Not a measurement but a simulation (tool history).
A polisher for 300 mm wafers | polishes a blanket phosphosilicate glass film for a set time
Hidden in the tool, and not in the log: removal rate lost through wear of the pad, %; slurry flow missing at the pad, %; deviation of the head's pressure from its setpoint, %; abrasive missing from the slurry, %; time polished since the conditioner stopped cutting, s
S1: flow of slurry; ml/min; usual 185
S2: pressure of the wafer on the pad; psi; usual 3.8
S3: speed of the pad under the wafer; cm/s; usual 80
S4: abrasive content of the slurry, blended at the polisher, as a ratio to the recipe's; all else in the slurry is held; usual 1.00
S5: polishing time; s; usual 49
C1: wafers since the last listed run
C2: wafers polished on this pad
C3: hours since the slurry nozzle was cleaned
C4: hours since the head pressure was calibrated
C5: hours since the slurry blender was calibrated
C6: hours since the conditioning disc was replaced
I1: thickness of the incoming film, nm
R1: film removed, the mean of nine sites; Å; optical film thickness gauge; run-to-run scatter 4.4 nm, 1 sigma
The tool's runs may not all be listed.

| run | day | S1 | S2 | S3 | S4 | S5 | C1 | C2 | C3 | C4 | C5 | C6 | I1 | R1 |
|---|---|---|---|---|---|---|---|---|---|---|---|---|---|---|
| 1 | 0.000 | 185 | 2.9 | 80 | 1.00 | 49 | 0 | 1446 | 335.1 | 376.3 | 348.4 | 174.0 | 3977.2 | 2922 |
| 2 | 1.150 | 185 | 3.8 | 80 | 1.00 | 49 | 238 | 1685 | 362.7 | 403.9 | 376.0 | 201.6 | 4069.2 | 3803 |
|  | 1.533 | worn pad replaced by a new one |
|  | 1.662 | conditioning disc replaced and pad reconditioned |
| 3 | 1.733 | 185 | 3.8 | 80 | 1.00 | 49 | 69 | 23 | 376.7 | 417.9 | 390.0 | 1.7 | 4040.6 | 3737 |
| 4 | 3.021 | 185 | 3.8 | 80 | 1.00 | 49 | 266 | 290 | 407.6 | 448.8 | 420.9 | 32.6 | 3973.2 | 3733 |
| 5 | 3.842 | 185 | 3.8 | 80 | 1.00 | 49 | 170 | 460 | 427.3 | 468.5 | 440.6 | 52.3 | 4035.0 | 3761 |
|  | 5.538 | slurry blender recalibrated |
|  | 6.108 | slurry nozzle cleaned |
| 6 | 8.088 | 185 | 3.8 | 104 | 0.85 | 49 | 854 | 1314 | 47.5 | 570.4 | 61.2 | 154.2 | 3997.1 | 4573 |
|  | 9.504 | worn pad replaced by a new one |
| 7 | 9.567 | 185 | 3.8 | 80 | 0.85 | 49 | 272 | 13 | 83.0 | 605.9 | 96.7 | 189.7 | 4046.7 | 3765 |
|  | 9.946 | conditioning disc replaced and pad reconditioned |
| 8 | 10.092 | 185 | 3.8 | 96 | 1.00 | 49 | 91 | 104 | 95.6 | 618.5 | 109.3 | 3.5 | 4051.3 | 4747 |
|  | 11.017 | head pressure recalibrated |
| 9 | 11.146 | 185 | 3.8 | 80 | 1.00 | 49 | 201 | 305 | 120.9 | 3.1 | 134.6 | 28.8 | 4032.3 | 3991 |
| 10 | 12.583 | 185 | 3.8 | 80 | 1.00 | 49 | 297 | 603 | 155.4 | 37.6 | 169.1 | 63.3 | 3962.5 | 3920 |
| 11 | 13.158 | 185 | 3.8 | 80 | 1.00 | 49 | 119 | 723 | 169.2 | 51.4 | 182.9 | 77.1 | 4087.2 | 3911 |
| 12 | 14.442 | 185 | 3.8 | 80 | 1.00 | 49 | 265 | 989 | 200.0 | 82.2 | 213.7 | 107.9 | 3964.6 | 3898 |
| 13 | 15.000 | 135 | 5.1 | 80 | 1.00 | 49 | 115 | 1104 | 213.4 | 95.6 | 227.1 | 121.3 | 3963.6 | 4925 |
| 14 | 16.258 | 185 | 3.8 | 80 | 1.00 | 49 | 260 | 1365 | 243.6 | 125.8 | 257.3 | 151.5 | 4032.4 | 3925 |
| 15 | 17.162 | 185 | 3.8 | 80 | 1.00 | 49 | 187 | 1553 | 265.3 | 147.5 | 279.0 | 173.2 | 4006.5 | 3823 |
| 16 | 17.758 | 185 | 3.8 | 80 | 1.00 | 37 | 123 | 1676 | 279.6 | 161.8 | 293.3 | 187.5 | 4048.7 | 2869 |
|  | 18.121 | worn pad replaced by a new one |
| 17 | 18.279 | 155 | 3.8 | 80 | 1.00 | 49 | 73 | 32 | 292.1 | 174.3 | 305.8 | 200.0 | 4099.0 | 3667 |
|  | 18.954 | conditioning disc replaced and pad reconditioned |
| 18 | 19.238 | 230 | 3.8 | 60 | 1.15 | 57 | 181 | 213 | 315.1 | 197.3 | 328.8 | 6.8 | 4079.5 | 3997 |
| 19 | 20.479 | 245 | 3.8 | 102 | 1.00 | 49 | 257 | 471 | 344.9 | 227.1 | 358.6 | 36.6 | 4063.3 | 4712 |
| 20 | 21.071 | 185 | 4.1 | 68 | 1.00 | 53 | 122 | 593 | 359.1 | 241.3 | 372.8 | 50.8 | 4057.0 | 3860 |
|  | 21.833 | slurry blender recalibrated |
| 21 | 21.954 | 230 | 3.0 | 80 | 1.00 | 38 | 165 | 759 | 380.3 | 262.5 | 2.9 | 72.0 | 4057.9 | 2508 |
| 22 | 23.162 | 185 | 3.8 | 80 | 1.00 | 49 | 250 | 1010 | 409.3 | 291.5 | 31.9 | 101.0 | 4009.6 | 3988 |
| 23 | 24.571 | 185 | 3.8 | 98 | 1.00 | 49 | 291 | 1302 | 443.1 | 325.3 | 65.7 | 134.8 | 4075.3 | 4710 |
| 24 | 25.708 | 185 | 4.7 | 94 | 1.10 | 37 | 235 | 1537 | 470.4 | 352.6 | 93.0 | 162.1 | 3974.5 | 4513 |
|  | 26.308 | worn pad replaced by a new one |
| 25 | 26.329 | 185 | 3.8 | 80 | 1.00 | 49 | 94 | 4 | 485.3 | 367.5 | 107.9 | 177.0 | 4013.4 | 4030 |
|  | 26.529 | slurry nozzle cleaned |
|  | 27.238 | conditioning disc replaced and pad reconditioned |
| 26 | 27.704 | 230 | 3.8 | 80 | 1.00 | 49 | 259 | 263 | 28.2 | 400.5 | 140.9 | 11.2 | 4070.0 | 4103 |

For some of the steps in R1 from one run to the next: how much would appear even if the tool had no hidden state, given the settings, what came in and random variation, and how much remains for the hidden state plus any gauge scatter that the measured result and the result without hidden state don't share?
Run 5 -> 6: S3 80 -> 104, S4 1.00 -> 0.85, slurry blender recalibrated, slurry nozzle cleaned. R1 +812 Å: hidden state +477, all else +335.
Run 8 -> 9: S3 96 -> 80, head pressure recalibrated. R1 -756 Å: hidden state -255, all else -501.
Run 20 -> 21: S1 185 -> 230, S2 4.1 -> 3.0, S3 68 -> 80, S5 53 -> 38, slurry blender recalibrated. R1 -1352 Å: hidden state +235, all else -1587.
Run 21 -> 22: S1 230 -> 185, S2 3.0 -> 3.8, S5 38 -> 49. R1 +1480 Å: hidden state +1, all else +1479.
